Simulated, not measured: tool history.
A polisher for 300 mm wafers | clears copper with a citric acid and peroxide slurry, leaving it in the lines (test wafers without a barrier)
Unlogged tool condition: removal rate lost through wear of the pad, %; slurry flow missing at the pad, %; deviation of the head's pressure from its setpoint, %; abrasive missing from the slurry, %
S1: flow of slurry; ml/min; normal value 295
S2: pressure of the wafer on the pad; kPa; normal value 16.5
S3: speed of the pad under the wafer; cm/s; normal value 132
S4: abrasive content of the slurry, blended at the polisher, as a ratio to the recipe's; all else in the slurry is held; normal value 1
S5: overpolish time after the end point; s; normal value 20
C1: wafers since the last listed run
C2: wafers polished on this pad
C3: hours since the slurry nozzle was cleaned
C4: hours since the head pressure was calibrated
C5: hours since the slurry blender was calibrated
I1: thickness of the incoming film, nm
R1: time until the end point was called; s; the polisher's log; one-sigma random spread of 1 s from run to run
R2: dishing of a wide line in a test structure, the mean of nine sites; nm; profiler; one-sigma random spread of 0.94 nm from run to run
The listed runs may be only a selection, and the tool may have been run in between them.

run	hour	S1	S2	S3	S4	S5	C1	C2	C3	C4	C5	I1	R1	R2
1	0	295	16.5	132	1	20	0	880	426.1	305.8	211.6	205.7	100.4	37.9
2	16	295	16.5	132	1	20	168	1049	442.1	321.8	227.6	207.9	101.6	36.9
3	24.7	295	16.5	132	1	20	91	1141	450.8	330.5	236.3	214.2	106.5	36.3
4	36.2	365	16.5	110	1	20	121	1262	462.3	342	247.8	209.5	124.3	30.7
# hour 44: slurry nozzle cleaned
5	45.9	385	16.5	132	1.3	20	91	1354	1.9	351.7	257.5	210.4	99.9	37.2
# hour 52.6: worn pad replaced by a new one, of another model than before
6	61.7	295	18.6	132	1	20	124	95	17.7	367.5	273.3	209.8	85	44
7	70.3	295	18.6	132	1	20	90	186	26.3	376.1	281.9	210.8	84.5	43.3
# hour 85.2: head pressure recalibrated
8	86.4	295	16.5	160	1	20	148	334	42.4	1.2	298	212.9	86.2	43.1
9	97.6	295	16.5	102	1	20	118	452	53.6	12.4	309.2	211	116.6	33.7
10	110.5	235	16.5	132	1	20	135	588	66.5	25.3	322.1	207.6	102.8	36.1
11	123.1	210	21.4	132	1	25	132	721	79.1	37.9	334.7	212	80.7	55.5
12	131.2	360	19.3	132	1.25	29	85	806	87.2	46	342.8	207.5	83.2	58.2
13	144.9	295	16.5	132	1	20	144	951	100.9	59.7	356.5	210.7	105.2	37.5
14	161.9	295	16.5	132	0.8	20	179	1130	117.9	76.7	373.5	210.7	110.8	35.9
15	179.1	295	16.5	132	1	20	181	1311	135.1	93.9	390.7	214.3	108	34.9
# hour 182: slurry blender recalibrated
# hour 190: worn pad replaced by a new one
16	190.5	195	11	94	1	10	56	5	146.5	105.3	8.5	214.6	183.2	11.8
17	201.6	360	20	102	1	20	116	122	157.6	116.4	19.6	207.9	91.3	42
18	208.5	295	16.5	132	1	20	72	195	164.5	123.3	26.5	210.2	96	39.5
19	225.6	295	16.5	132	1	20	180	375	181.6	140.4	43.6	210.7	96.2	37.7
20	236.8	295	16.5	144	1	24	118	493	192.8	151.6	54.8	212	92.5	48.4
21	246.5	295	16.5	132	1	8	102	595	202.5	161.3	64.5	213.4	101.1	16
22	263	295	16.5	132	1	20	173	769	219	177.8	81	208.8	98.7	38.4
23	276.8	230	20	172	0.9	20	145	914	232.8	191.6	94.8	208.3	72.3	51.9
24	287.5	375	18.6	150	1	30	112	1027	243.5	202.3	105.5	208.8	81.7	63.3
25	299.8	295	13.1	132	0.85	20	129	1157	255.8	214.6	117.8	209	133.2	27.9
26	308.2	395	16.5	156	1	20	88	1245	264.2	223	126.2	209.8	91	41.3
27	315.4	295	18.6	132	1	20	75	1321	271.4	230.2	133.4	210.8	93	41.3
28	324.4	295	13.8	120	1.2	11	94	1416	280.4	239.2	142.4	206.1	128.5	17.2

Consider 5 possible next runs. They are alternatives, not a sequence: every one starts from the tool as it was left by run 28. What does each give?
A	324.9	295	16.5	132	1	31	5	1421	280.9	239.7	142.9	210.3	?	?
B	324.9	245	11.7	156	1	25	5	1421	280.9	239.7	142.9	210.3	?	?
C	324.9	295	16.5	132	1.3	20	5	1421	280.9	239.7	142.9	210.3	?	?
D	324.9	295	20	132	1	28	5	1421	280.9	239.7	142.9	210.3	?	?
E	324.9	295	11.7	132	1	16	5	1421	280.9	239.7	142.9	210.3	?	?

run	R1	R2
A	104.2	51.7
B	131.2	34.7
C	98.8	37.2
D	86.6	56
E	145.7	21.2
With the hidden condition removed and each run's random variation left untouched, the same runs would have given:
run	R1	R2
A	92.2	57.1
B	116	38.6
C	87.4	41.4
D	76.6	61.8
E	128.9	23.7
